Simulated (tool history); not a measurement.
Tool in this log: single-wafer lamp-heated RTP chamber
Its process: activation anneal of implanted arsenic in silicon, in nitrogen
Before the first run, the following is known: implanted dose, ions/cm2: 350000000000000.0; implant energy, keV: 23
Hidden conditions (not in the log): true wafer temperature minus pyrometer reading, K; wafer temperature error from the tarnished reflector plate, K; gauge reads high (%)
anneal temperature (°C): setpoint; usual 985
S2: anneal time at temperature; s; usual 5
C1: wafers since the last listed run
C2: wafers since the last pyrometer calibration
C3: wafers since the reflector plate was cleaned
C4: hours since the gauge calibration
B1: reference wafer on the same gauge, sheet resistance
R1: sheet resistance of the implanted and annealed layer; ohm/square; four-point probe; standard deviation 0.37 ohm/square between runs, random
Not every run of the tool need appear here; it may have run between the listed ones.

Run 1, hour 0: usual settings but S2 3 s; C1 0; C2 1747; C3 6527; C4 224.3; B1 206.82. Result: R1 248.84 ohm/square.
Run 2, hour 8.8: usual settings but S2 3 s; C1 144; C2 1891; C3 6671; C4 233.1; B1 206.71. Result: R1 248.72 ohm/square.
Run 3, hour 17.3: usual settings but S2 3 s; C1 139; C2 2031; C3 6810; C4 241.6; B1 206.8. Result: R1 249.43 ohm/square.
Run 4, hour 31.4: usual settings; C1 231; C2 2262; C3 7041; C4 255.7; B1 206.71. Result: R1 247.36 ohm/square.
Run 5, hour 40.6: usual settings; C1 150; C2 2413; C3 7192; C4 264.9; B1 206.57. Result: R1 247.03 ohm/square.
Run 6, hour 50.4: usual settings but anneal temperature (°C) 961, S2 7 s; C1 160; C2 2573; C3 7353; C4 274.7; B1 206.59. Result: R1 246.92 ohm/square.
Run 7, hour 58.5: usual settings; C1 132; C2 2706; C3 7485; C4 282.8; B1 206.45. Result: R1 247.05 ohm/square.
Run 8, hour 73: usual settings; C1 237; C2 2944; C3 7723; C4 297.3; B1 206.49. Result: R1 247.24 ohm/square.
Run 9, hour 81.4: usual settings but anneal temperature (°C) 1007; C1 137; C2 3081; C3 7861; C4 305.7; B1 206.39. Result: R1 246.28 ohm/square.
Run 10, hour 87.8: usual settings but anneal temperature (°C) 1007; C1 104; C2 3186; C3 7966; C4 312.1; B1 206.42. Result: R1 246.04 ohm/square.
Run 11, hour 100.1: usual settings but S2 7 s; C1 201; C2 3388; C3 8167; C4 324.4; B1 206.37. Result: R1 246.23 ohm/square.
Run 12, hour 114.5: usual settings but S2 7 s; C1 236; C2 3624; C3 8403; C4 338.8; B1 206.3. Result: R1 246.28 ohm/square.
Run 13, hour 121.2: usual settings; C1 109; C2 3734; C3 8513; C4 345.5; B1 206.27. Result: R1 247.06 ohm/square.
Run 14, hour 130.3: usual settings; C1 149; C2 3883; C3 8662; C4 354.6; B1 206.1. Result: R1 246.77 ohm/square.
Run 15, hour 142.8: usual settings; C1 204; C2 4088; C3 8867; C4 367.1; B1 206.1. Result: R1 247.66 ohm/square.
Run 16, hour 153.3: usual settings; C1 172; C2 4260; C3 9039; C4 377.6; B1 206.03. Result: R1 246.38 ohm/square.
Run 17, hour 164.1: usual settings; C1 177; C2 4437; C3 9216; C4 388.4; B1 205.87. Result: R1 246.28 ohm/square.
Run 18, hour 171.2: usual settings but anneal temperature (°C) 1010; C1 116; C2 4553; C3 9332; C4 395.5; B1 205.91. Result: R1 245.16 ohm/square.
At hour 183.8: pyrometer window cleaned and pyrometer calibrated.
Run 19, hour 184.3: usual settings; C1 83; C2 8; C3 9416; C4 408.6; B1 205.88. Result: R1 246.27 ohm/square.
Run 20, hour 231.9: usual settings; C1 780; C2 788; C3 10196; C4 456.2; B1 205.62. Result: R1 246.43 ohm/square.
Run 21, hour 239.4: usual settings but anneal temperature (°C) 1012, S2 4 s; C1 122; C2 911; C3 10319; C4 463.7; B1 205.62. Result: R1 245.31 ohm/square.
At hour 253.3: reflector plate cleaned.
Run 22, hour 253.8: usual settings but anneal temperature (°C) 971, S2 6 s; C1 104; C2 1016; C3 7; C4 478.1; B1 205.53. Result: R1 246.43 ohm/square.
Run 23, hour 256.4: usual settings; C1 42; C2 1058; C3 50; C4 480.7; B1 205.33. Result: R1 246.04 ohm/square.
At hour 266.1: gauge calibrated.
Run 24, hour 271.1: usual settings but anneal temperature (°C) 998; C1 240; C2 1299; C3 291; C4 5; B1 207.04. Result: R1 247.08 ohm/square.
Run 25, hour 286.6: usual settings; C1 254; C2 1553; C3 545; C4 20.5; B1 207.14. Result: R1 248.26 ohm/square.
Run 26, hour 303.1: usual settings but anneal temperature (°C) 1001, S2 3 s; C1 270; C2 1824; C3 815; C4 37; B1 207.05. Result: R1 249.23 ohm/square.
Run 27, hour 315.9: usual settings but anneal temperature (°C) 960, S2 7 s; C1 209; C2 2033; C3 1025; C4 49.8; B1 207.1. Result: R1 247.5 ohm/square.
Run 28, hour 329.7: usual settings but anneal temperature (°C) 958, S2 7 s; C1 226; C2 2260; C3 1251; C4 63.6; B1 207.15. Result: R1 248.07 ohm/square.
Run 29, hour 339.1: usual settings but anneal temperature (°C) 955, S2 3 s; C1 154; C2 2414; C3 1405; C4 73; B1 206.98. Result: R1 250.15 ohm/square.
Run 30, hour 357: usual settings but anneal temperature (°C) 1011, S2 3 s; C1 293; C2 2707; C3 1699; C4 90.9; B1 207.1. Result: R1 248.15 ohm/square.
Run 31, hour 379: usual settings but anneal temperature (°C) 967; C1 360; C2 3068; C3 2059; C4 112.9; B1 207.04. Result: R1 248.46 ohm/square.
Run 32, hour 388.8: usual settings; C1 160; C2 3228; C3 2220; C4 122.7; B1 207.12. Result: R1 248.45 ohm/square.
Run 33, hour 402.1: usual settings; C1 217; C2 3446; C3 2438; C4 136; B1 206.99. Result: R1 248.41 ohm/square.
Run 34, hour 413.5: usual settings but anneal temperature (°C) 962, S2 3 s; C1 186; C2 3633; C3 2625; C4 147.4; B1 206.99. Result: R1 248.97 ohm/square.
At hour 426.2: pyrometer window cleaned and pyrometer calibrated.
Run 35, hour 426.7: usual settings but anneal temperature (°C) 1013; C1 85; C2 8; C3 2710; C4 160.6; B1 206.94. Result: R1 245.96 ohm/square.
Run 36, hour 432.9: usual settings but anneal temperature (°C) 995, S2 4 s; C1 101; C2 109; C3 2812; C4 166.8; B1 206.98. Result: R1 248.11 ohm/square.
Run 37, hour 445: usual settings but anneal temperature (°C) 1002, S2 4 s; C1 198; C2 308; C3 3010; C4 178.9; B1 206.94. Result: R1 247.74 ohm/square.

Consider 4 possible next runs. They are alternatives, not a sequence: every one starts from the tool as it was left by run 37. What does each give?
Run A, hour 445.4: usual settings but anneal temperature (°C) 1008; C1 6; C2 314; C3 3016; C4 179.3; B1 ?. Result: R1 ?.
Run B, hour 445.4: usual settings but anneal temperature (°C) 973; C1 6; C2 314; C3 3016; C4 179.3; B1 ?. Result: R1 ?.
Run C, hour 445.4: usual settings but anneal temperature (°C) 1001, S2 8 s; C1 6; C2 314; C3 3016; C4 179.3; B1 ?. Result: R1 ?.
Run D, hour 445.4: usual settings but S2 6 s; C1 6; C2 314; C3 3016; C4 179.3; B1 ?. Result: R1 ?.

run      B1      R1
  A  206.91  246.97
  B  206.91   248.3
  C  206.91  245.93
  D  206.91  247.55
Had the tool no hidden state, the same runs would have come out as:
run      R1
  A  247.12
  B  248.45
  C  246.08
  D   247.7

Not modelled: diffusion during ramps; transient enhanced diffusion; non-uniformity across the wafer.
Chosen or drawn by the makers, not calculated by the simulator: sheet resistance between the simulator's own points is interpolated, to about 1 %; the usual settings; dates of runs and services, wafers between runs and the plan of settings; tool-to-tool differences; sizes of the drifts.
